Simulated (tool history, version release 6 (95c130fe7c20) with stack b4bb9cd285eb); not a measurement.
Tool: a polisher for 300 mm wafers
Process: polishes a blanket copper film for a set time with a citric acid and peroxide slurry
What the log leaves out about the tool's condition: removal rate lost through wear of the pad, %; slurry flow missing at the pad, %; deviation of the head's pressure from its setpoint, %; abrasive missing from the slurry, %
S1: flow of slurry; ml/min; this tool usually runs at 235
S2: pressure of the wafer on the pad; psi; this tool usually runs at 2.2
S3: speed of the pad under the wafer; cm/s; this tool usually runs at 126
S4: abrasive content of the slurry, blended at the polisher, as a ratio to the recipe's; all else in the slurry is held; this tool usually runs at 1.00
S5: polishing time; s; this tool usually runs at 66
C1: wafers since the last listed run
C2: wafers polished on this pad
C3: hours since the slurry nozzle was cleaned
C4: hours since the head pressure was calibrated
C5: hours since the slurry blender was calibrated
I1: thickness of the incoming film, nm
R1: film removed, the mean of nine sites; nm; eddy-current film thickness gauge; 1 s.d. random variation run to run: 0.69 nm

Run 1, hour 0.0: usual settings; C1 0; C2 721; C3 38.8; C4 1594.9; C5 247.7; I1 879.5. Result: R1 111.1 nm.
At hour 19.3: head pressure recalibrated.
Run 2, hour 19.8: usual settings but S5 57 s; C1 109; C2 831; C3 58.6; C4 0.5; C5 267.5; I1 864.9. Result: R1 94.0 nm.
Run 3, hour 31.7: usual settings but S5 57 s; C1 72; C2 903; C3 70.5; C4 12.4; C5 279.4; I1 881.1. Result: R1 94.0 nm.
Run 4, hour 42.3: usual settings but S4 1.10, S5 72 s; C1 64; C2 968; C3 81.1; C4 23.0; C5 290.0; I1 870.9. Result: R1 122.0 nm.
Run 5, hour 48.6: usual settings but S1 260 ml/min; C1 38; C2 1007; C3 87.4; C4 29.3; C5 296.3; I1 879.9. Result: R1 111.1 nm.
At hour 57.8: worn pad replaced by a new one.
Run 6, hour 65.1: usual settings but S1 260 ml/min; C1 76; C2 44; C3 103.9; C4 45.8; C5 312.8; I1 871.9. Result: R1 110.5 nm.
Run 7, hour 71.2: usual settings but S1 185 ml/min; C1 37; C2 82; C3 110.0; C4 51.9; C5 318.9; I1 878.3. Result: R1 103.3 nm.
Run 8, hour 85.9: usual settings but S1 185 ml/min; C1 90; C2 172; C3 124.7; C4 66.6; C5 333.6; I1 864.6. Result: R1 103.0 nm.
Run 9, hour 97.0: usual settings but S4 1.15, S5 88 s; C1 68; C2 240; C3 135.8; C4 77.7; C5 344.7; I1 892.1. Result: R1 149.4 nm.
Run 10, hour 110.3: usual settings but S2 2.8 psi, S4 1.15, S5 82 s; C1 81; C2 321; C3 149.1; C4 91.0; C5 358.0; I1 884.4. Result: R1 176.7 nm.
Run 11, hour 122.6: usual settings but S1 275 ml/min, S2 3.0 psi, S4 0.75, S5 77 s; C1 75; C2 397; C3 161.4; C4 103.3; C5 370.3; I1 879.2. Result: R1 154.2 nm.
Run 12, hour 137.6: usual settings; C1 91; C2 488; C3 176.4; C4 118.3; C5 385.3; I1 898.2. Result: R1 105.3 nm.
Run 13, hour 149.0: usual settings but S4 1.10, S5 72 s; C1 69; C2 558; C3 187.8; C4 129.7; C5 396.7; I1 877.1. Result: R1 118.5 nm.
Run 14, hour 156.5: usual settings but S1 270 ml/min, S3 156 cm/s, S4 1.10; C1 45; C2 604; C3 195.3; C4 137.2; C5 404.2; I1 888.3. Result: R1 126.8 nm.
Run 15, hour 167.4: usual settings but S1 180 ml/min, S3 98 cm/s, S5 54 s; C1 66; C2 671; C3 206.2; C4 148.1; C5 415.1; I1 877.8. Result: R1 70.0 nm.
At hour 177.5: slurry blender recalibrated.
At hour 178.9: slurry nozzle cleaned.
Run 16, hour 183.6: usual settings but S3 152 cm/s; C1 80; C2 752; C3 4.7; C4 164.3; C5 6.1; I1 891.4. Result: R1 124.2 nm.
Run 17, hour 190.9: usual settings; C1 44; C2 797; C3 12.0; C4 171.6; C5 13.4; I1 870.2. Result: R1 110.8 nm.
Run 18, hour 208.0: usual settings but S1 155 ml/min; C1 104; C2 901; C3 29.1; C4 188.7; C5 30.5; I1 878.2. Result: R1 102.7 nm.
Run 19, hour 217.2: usual settings but S5 48 s; C1 56; C2 958; C3 38.3; C4 197.9; C5 39.7; I1 869.1. Result: R1 81.2 nm.
Run 20, hour 228.1: usual settings but S3 102 cm/s; C1 66; C2 1025; C3 49.2; C4 208.8; C5 50.6; I1 884.4. Result: R1 98.2 nm.
Run 21, hour 245.9: usual settings but S1 280 ml/min, S3 98 cm/s, S4 1.10, S5 78 s; C1 109; C2 1134; C3 67.0; C4 226.6; C5 68.4; I1 862.6. Result: R1 119.6 nm.
Run 22, hour 261.9: usual settings; C1 98; C2 1232; C3 83.0; C4 242.6; C5 84.4; I1 894.0. Result: R1 109.2 nm.
Run 23, hour 275.2: usual settings but S1 175 ml/min, S2 2.0 psi, S3 148 cm/s; C1 81; C2 1313; C3 96.3; C4 255.9; C5 97.7; I1 883.0. Result: R1 104.7 nm.
At hour 281.8: worn pad replaced by a new one.
Run 24, hour 282.4: usual settings but S4 1.10, S5 78 s; C1 19; C2 3; C3 103.5; C4 263.1; C5 104.9; I1 890.8. Result: R1 131.5 nm.
Run 25, hour 296.1: usual settings but S2 2.8 psi, S3 142 cm/s, S4 1.20, S5 43 s; C1 83; C2 87; C3 117.2; C4 276.8; C5 118.6; I1 882.9. Result: R1 101.8 nm.
Run 26, hour 312.8: usual settings but S2 2.9 psi, S3 168 cm/s, S4 1.10, S5 75 s; C1 102; C2 189; C3 133.9; C4 293.5; C5 135.3; I1 881.7. Result: R1 195.0 nm.
Run 27, hour 328.4: usual settings but S3 96 cm/s, S4 1.25, S5 74 s; C1 95; C2 285; C3 149.5; C4 309.1; C5 150.9; I1 880.5. Result: R1 110.5 nm.
Run 28, hour 339.4: usual settings; C1 67; C2 352; C3 160.5; C4 320.1; C5 161.9; I1 883.7. Result: R1 106.7 nm.
Run 29, hour 348.2: usual settings; C1 53; C2 406; C3 169.3; C4 328.9; C5 170.7; I1 861.1. Result: R1 104.8 nm.
Run 30, hour 356.5: usual settings; C1 50; C2 457; C3 177.6; C4 337.2; C5 179.0; I1 881.0. Result: R1 103.9 nm.

Hidden state at the last listed run before each entry between runs and at the first one after, where it differs:
After run 1, before run 2: head pressure recalibrated (hour 19.3)
  slurry flow missing at the pad, %: 6.89 -> 10.3
  measured less the result without the state, R1: -1.1 -> -1.4 nm
After run 5, before run 6: worn pad replaced by a new one (hour 57.8)
  slurry flow missing at the pad, %: 15.2 -> 18
  measured less the result without the state, R1: -2.3 -> -2.8 nm
After run 15, before run 16: slurry blender recalibrated (hour 177.5); slurry nozzle cleaned (hour 178.9)
  slurry flow missing at the pad, %: 35.3 -> 1.61
  measured less the result without the state, R1: -6.9 -> -0.3 nm
After run 23, before run 24: worn pad replaced by a new one (hour 281.8)
  slurry flow missing at the pad, %: 17.2 -> 18.4
  measured less the result without the state, R1: -3.8 -> -3.8 nm

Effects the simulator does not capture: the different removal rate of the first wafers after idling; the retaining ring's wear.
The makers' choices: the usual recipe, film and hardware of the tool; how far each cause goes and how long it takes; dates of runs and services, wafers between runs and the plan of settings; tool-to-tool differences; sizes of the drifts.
